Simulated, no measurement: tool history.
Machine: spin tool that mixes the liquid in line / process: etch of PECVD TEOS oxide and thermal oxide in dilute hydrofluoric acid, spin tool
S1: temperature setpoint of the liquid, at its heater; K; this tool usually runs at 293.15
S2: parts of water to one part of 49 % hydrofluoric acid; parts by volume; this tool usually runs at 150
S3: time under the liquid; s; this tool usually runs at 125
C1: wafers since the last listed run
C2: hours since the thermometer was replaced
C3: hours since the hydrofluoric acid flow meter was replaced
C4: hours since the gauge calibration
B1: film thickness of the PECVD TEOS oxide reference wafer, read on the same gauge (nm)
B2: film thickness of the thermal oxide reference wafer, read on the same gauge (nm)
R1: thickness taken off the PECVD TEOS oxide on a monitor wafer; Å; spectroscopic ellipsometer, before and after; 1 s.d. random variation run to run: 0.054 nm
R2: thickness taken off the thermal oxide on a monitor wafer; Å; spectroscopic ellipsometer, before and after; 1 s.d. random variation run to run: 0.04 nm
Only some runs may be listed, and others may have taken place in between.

run	hour	S1	S2	S3	C1	C2	C3	C4	B1	B2	R1	R2
1	0.0	293.15	150	125	0	1354.3	1109.7	1045.2	50.03	70.003	88.8	39.17
2	28.7	291.65	150	125	141	1383.0	1138.4	1073.9	49.96	69.980	84.0	37.26
3	88.5	291.65	150	125	294	1442.8	1198.2	1133.7	49.97	69.988	84.1	36.94
4	119.4	291.65	150	125	151	1473.7	1229.1	1164.6	49.99	70.017	82.6	37.46
5	166.7	293.15	150	125	232	1521.0	1276.4	1211.9	50.01	69.989	87.9	40.53
6	222.3	293.15	150	125	273	1576.6	1332.0	1267.5	50.02	69.994	88.6	38.95
7	250.1	293.15	150	125	136	1604.4	1359.8	1295.3	49.99	69.996	89.5	39.59
# hour 269.4: gauge calibrated
8	304.3	291.15	150	160	266	1658.6	1414.0	34.9	50.00	70.000	104.5	47.57
9	335.7	291.15	150	160	154	1690.0	1445.4	66.3	49.99	70.002	105.5	48.05
10	380.8	293.15	195	125	221	1735.1	1490.5	111.4	49.97	69.977	66.3	29.33
11	431.2	290.15	150	125	247	1785.5	1540.9	161.8	49.98	69.990	79.8	35.57
12	476.1	293.15	150	125	220	1830.4	1585.8	206.7	50.04	70.003	89.4	41.31
13	525.2	294.65	215	125	241	1879.5	1634.9	255.8	49.99	70.028	62.6	27.98
14	560.5	291.65	115	170	173	1914.8	1670.2	291.1	50.03	69.985	158.4	70.46
15	591.1	296.65	175	85	150	1945.4	1700.8	321.7	49.99	70.016	58.9	26.46
16	662.4	293.15	150	125	350	2016.7	1772.1	393.0	50.02	69.961	91.3	41.20
# hour 715.0: thermometer replaced
# hour 726.8: hydrofluoric acid flow meter replaced
17	732.8	293.15	115	195	336	17.8	6.0	463.4	50.02	69.986	174.2	77.35
18	768.7	290.65	130	125	176	53.7	41.9	499.3	49.98	69.986	87.4	39.33
19	813.7	294.65	150	125	221	98.7	86.9	544.3	49.94	70.011	87.5	39.22
20	867.8	291.65	150	125	266	152.8	141.0	598.4	50.03	69.988	77.8	34.81
21	901.0	290.15	150	175	163	186.0	174.2	631.6	49.97	70.032	103.5	46.65
22	941.9	290.65	130	125	201	226.9	215.1	672.5	50.02	70.015	88.5	40.04
23	979.2	295.65	200	170	183	264.2	252.4	709.8	50.03	70.003	88.9	39.79
24	1006.3	293.15	150	125	133	291.3	279.5	736.9	49.99	69.986	83.1	37.13
25	1096.6	293.15	150	125	444	381.6	369.8	827.2	50.01	70.001	84.1	37.43

Predict each of these 5 candidate next runs independently; none follows another, all start after run 25:
A	1097.1	293.15	150	125	2	382.1	370.3	827.7	?	?	?	?
B	1097.1	293.15	200	125	2	382.1	370.3	827.7	?	?	?	?
C	1097.1	293.15	190	175	2	382.1	370.3	827.7	?	?	?	?
D	1097.1	296.65	150	90	2	382.1	370.3	827.7	?	?	?	?
E	1097.1	293.15	150	195	2	382.1	370.3	827.7	?	?	?	?

run	B1	B2	R1	R2
A	50.01	70.015	84.0	37.56
B	50.01	70.015	59.9	26.79
C	50.01	70.015	89.2	39.87
D	50.01	70.015	69.4	31.01
E	50.01	70.015	131.1	58.60
Without the tool's unlogged condition, the same runs would have read:
run	R1	R2
A	82.0	36.67
B	58.5	26.15
C	87.1	38.92
D	67.7	30.28
E	128.0	57.21
